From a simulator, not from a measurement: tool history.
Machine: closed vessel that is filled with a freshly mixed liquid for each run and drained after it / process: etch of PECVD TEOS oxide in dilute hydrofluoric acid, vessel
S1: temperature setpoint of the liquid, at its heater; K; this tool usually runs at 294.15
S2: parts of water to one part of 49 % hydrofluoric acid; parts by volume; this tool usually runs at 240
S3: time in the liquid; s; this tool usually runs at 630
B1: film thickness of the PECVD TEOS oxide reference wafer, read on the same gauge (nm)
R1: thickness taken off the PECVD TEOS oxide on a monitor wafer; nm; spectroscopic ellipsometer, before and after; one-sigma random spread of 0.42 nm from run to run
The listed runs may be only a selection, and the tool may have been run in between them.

run,day,S1,S2,S3,B1,R1
1,0.000,294.15,240,630,150.01,52.76
2,2.017,294.15,240,630,150.00,53.11
3,4.871,294.15,240,630,149.99,53.07
4,7.729,292.15,240,815,150.01,63.49
# day 9.579: gauge calibrated
5,10.250,292.15,240,815,150.01,63.81
6,12.662,294.15,240,630,150.03,54.88
7,15.429,294.15,240,630,149.98,53.81
8,17.462,295.65,240,630,150.02,57.31
9,19.292,295.65,240,630,149.98,57.94
10,21.738,295.65,240,630,150.04,56.91
11,22.888,294.15,240,630,149.97,54.97
12,25.725,294.15,240,630,149.98,54.64
13,28.608,291.15,240,740,149.97,59.28
14,31.542,294.15,340,280,149.98,16.11
15,33.308,294.15,240,630,150.01,54.96
16,34.917,294.15,240,630,150.00,56.35
17,36.358,294.15,160,630,150.00,91.20
# day 37.975: gauge calibrated
# day 38.804: hydrofluoric acid flow meter replaced
18,39.275,294.15,180,630,150.03,71.99
# day 39.342: thermometer replaced
19,42.121,298.15,240,630,150.06,60.21
20,43.950,294.15,240,935,150.04,76.12
21,46.358,295.65,240,630,149.95,54.78
22,48.475,292.65,290,880,150.03,53.97
23,50.371,294.15,240,810,149.97,66.80
24,53.367,298.65,350,310,150.01,18.91
25,56.167,294.15,240,630,150.03,52.55

Here are 4 independent what-if runs from the current tool condition. What would each one return?
A,56.200,294.15,240,630,?,?
B,56.200,290.65,240,460,?,?
C,56.200,290.15,340,630,?,?
D,56.200,291.65,170,415,?,?

run,B1,R1
A,150.00,53.81
B,150.00,34.35
C,150.00,30.04
D,150.00,48.45
With the hidden condition removed and each run's random variation left untouched, the same runs would have given:
run,R1
A,50.08
B,32.01
C,27.89
D,45.27
